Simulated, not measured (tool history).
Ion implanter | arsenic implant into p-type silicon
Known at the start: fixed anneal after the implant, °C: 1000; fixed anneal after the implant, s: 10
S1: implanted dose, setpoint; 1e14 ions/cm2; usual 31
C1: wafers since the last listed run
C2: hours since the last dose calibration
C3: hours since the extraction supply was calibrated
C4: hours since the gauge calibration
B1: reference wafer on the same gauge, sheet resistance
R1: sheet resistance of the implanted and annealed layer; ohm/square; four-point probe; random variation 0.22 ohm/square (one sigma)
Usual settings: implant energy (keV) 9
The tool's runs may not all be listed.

run 1 hour=0 | S1=31 implant_energy_(keV)=9 | C1=0 C2=722.1 C3=3758.3 C4=495.6 | B1=126 | R1=143.95
run 2 hour=25.1 | S1=37.61 implant_energy_(keV)=10 | C1=455 C2=747.2 C3=3783.4 C4=520.7 | B1=126.03 | R1=137.35
run 3 hour=71.4 | S1=31 implant_energy_(keV)=9 | C1=841 C2=793.5 C3=3829.7 C4=567 | B1=126.01 | R1=143.79
run 4 hour=142.3 | S1=31 implant_energy_(keV)=11 | C1=1287 C2=864.4 C3=3900.6 C4=637.9 | B1=126 | R1=137.73
run 5 hour=179.7 | S1=31 implant_energy_(keV)=11 | C1=679 C2=901.8 C3=3938 C4=675.3 | B1=126.01 | R1=137.27
run 6 hour=250.8 | S1=31 implant_energy_(keV)=11 | C1=1291 C2=972.9 C3=4009.1 C4=746.4 | B1=126 | R1=137.42
run 7 hour=291 | S1=31 implant_energy_(keV)=9 | C1=730 C2=1013.1 C3=4049.3 C4=786.6 | B1=125.97 | R1=144.33
run 8 hour=360.1 | S1=31 implant_energy_(keV)=9 | C1=1255 C2=1082.2 C3=4118.4 C4=855.7 | B1=126.01 | R1=143.86
run 9 hour=535.5 | S1=31 implant_energy_(keV)=9 | C1=3186 C2=1257.6 C3=4293.8 C4=1031.1 | B1=126 | R1=144.34
-- hour=591.2 Faraday cup replaced and dose calibrated
run 10 hour=602.3 | S1=31 implant_energy_(keV)=9 | C1=1068 C2=11.1 C3=4360.6 C4=1097.9 | B1=125.98 | R1=144.92
-- hour=681.6 extraction supply calibrated
run 11 hour=682.1 | S1=31 implant_energy_(keV)=9 | C1=1304 C2=90.9 C3=0.5 C4=1177.7 | B1=125.98 | R1=145.01
run 12 hour=740.2 | S1=31 implant_energy_(keV)=9 | C1=1055 C2=149 C3=58.6 C4=1235.8 | B1=126 | R1=144.89
run 13 hour=860.1 | S1=24.92 implant_energy_(keV)=8 | C1=2178 C2=268.9 C3=178.5 C4=1355.7 | B1=126.01 | R1=152.35
-- hour=907.3 Faraday cup replaced and dose calibrated, repeated, since the last time left the tool worse
run 14 hour=919.6 | S1=24.92 implant_energy_(keV)=8 | C1=935 C2=12.3 C3=238 C4=1415.2 | B1=125.99 | R1=151.27
run 15 hour=974.5 | S1=35.93 implant_energy_(keV)=9 | C1=997 C2=67.2 C3=292.9 C4=1470.1 | B1=125.94 | R1=141.08
run 16 hour=1038.4 | S1=23.41 implant_energy_(keV)=7.5 | C1=1160 C2=131.1 C3=356.8 C4=1534 | B1=126 | R1=154.88
run 17 hour=1080.2 | S1=25.94 implant_energy_(keV)=9 | C1=759 C2=172.9 C3=398.6 C4=1575.8 | B1=126.01 | R1=146.55
run 18 hour=1110.8 | S1=34.71 implant_energy_(keV)=10.5 | C1=555 C2=203.5 C3=429.2 C4=1606.4 | B1=126.03 | R1=136.97
run 19 hour=1138.8 | S1=23.03 implant_energy_(keV)=7.5 | C1=508 C2=231.5 C3=457.2 C4=1634.4 | B1=125.97 | R1=155.36
run 20 hour=1210.6 | S1=35.93 implant_energy_(keV)=9 | C1=1304 C2=303.3 C3=529 C4=1706.2 | B1=126.04 | R1=141.01
run 21 hour=1251.2 | S1=25.75 implant_energy_(keV)=11.5 | C1=737 C2=343.9 C3=569.6 C4=1746.8 | B1=125.94 | R1=138.35
-- hour=1428.9 gauge calibrated
run 22 hour=1464 | S1=31 implant_energy_(keV)=9 | C1=3865 C2=556.7 C3=782.4 C4=35.1 | B1=126 | R1=143.97
run 23 hour=1525.4 | S1=36.65 implant_energy_(keV)=8 | C1=1115 C2=618.1 C3=843.8 C4=96.5 | B1=126.01 | R1=144.08
run 24 hour=1715.5 | S1=26.69 implant_energy_(keV)=9 | C1=3453 C2=808.2 C3=1033.9 C4=286.6 | B1=126.02 | R1=146.75
run 25 hour=1761.9 | S1=22.44 implant_energy_(keV)=11 | C1=842 C2=854.6 C3=1080.3 C4=333 | B1=125.99 | R1=143.23
run 26 hour=1800.2 | S1=22.99 implant_energy_(keV)=10.5 | C1=695 C2=892.9 C3=1118.6 C4=371.3 | B1=126.01 | R1=144.5
run 27 hour=1839.9 | S1=31 implant_energy_(keV)=9 | C1=721 C2=932.6 C3=1158.3 C4=411 | B1=126.03 | R1=143.91
run 28 hour=1884 | S1=36.37 implant_energy_(keV)=9 | C1=801 C2=976.7 C3=1202.4 C4=455.1 | B1=125.98 | R1=140.98
run 29 hour=1910.4 | S1=31 implant_energy_(keV)=9 | C1=479 C2=1003.1 C3=1228.8 C4=481.5 | B1=126.02 | R1=143.51

Measured less the same run without the tool's hidden state. The same run-to-run variation is in both; the gauge's scatter may not be:
The hidden state here: deviation of the true dose from the Faraday cup's reading, %; deviation of the true energy from its setpoint, %; gauge reads high (%).
run=1 R1=+0.18
run=2 R1=+0.18
run=3 R1=+0.22
run=4 R1=+0.24
run=5 R1=+0.26
run=6 R1=+0.31
run=7 R1=+0.36
run=8 R1=+0.41
run=9 R1=+0.56
run=10 R1=+1.15
run=11 R1=+1.16
run=12 R1=+1.16
run=13 R1=+1.42
run=14 R1=+0.01
run=15 R1=+0.01
run=16 R1=+0.02
run=17 R1=+0.02
run=18 R1=+0.02
run=19 R1=+0.04
run=20 R1=+0.04
run=21 R1=+0.04
run=22 R1=+0.12
run=23 R1=+0.14
run=24 R1=+0.26
run=25 R1=+0.28
run=26 R1=+0.3
run=27 R1=+0.32
run=28 R1=+0.33
run=29 R1=+0.37
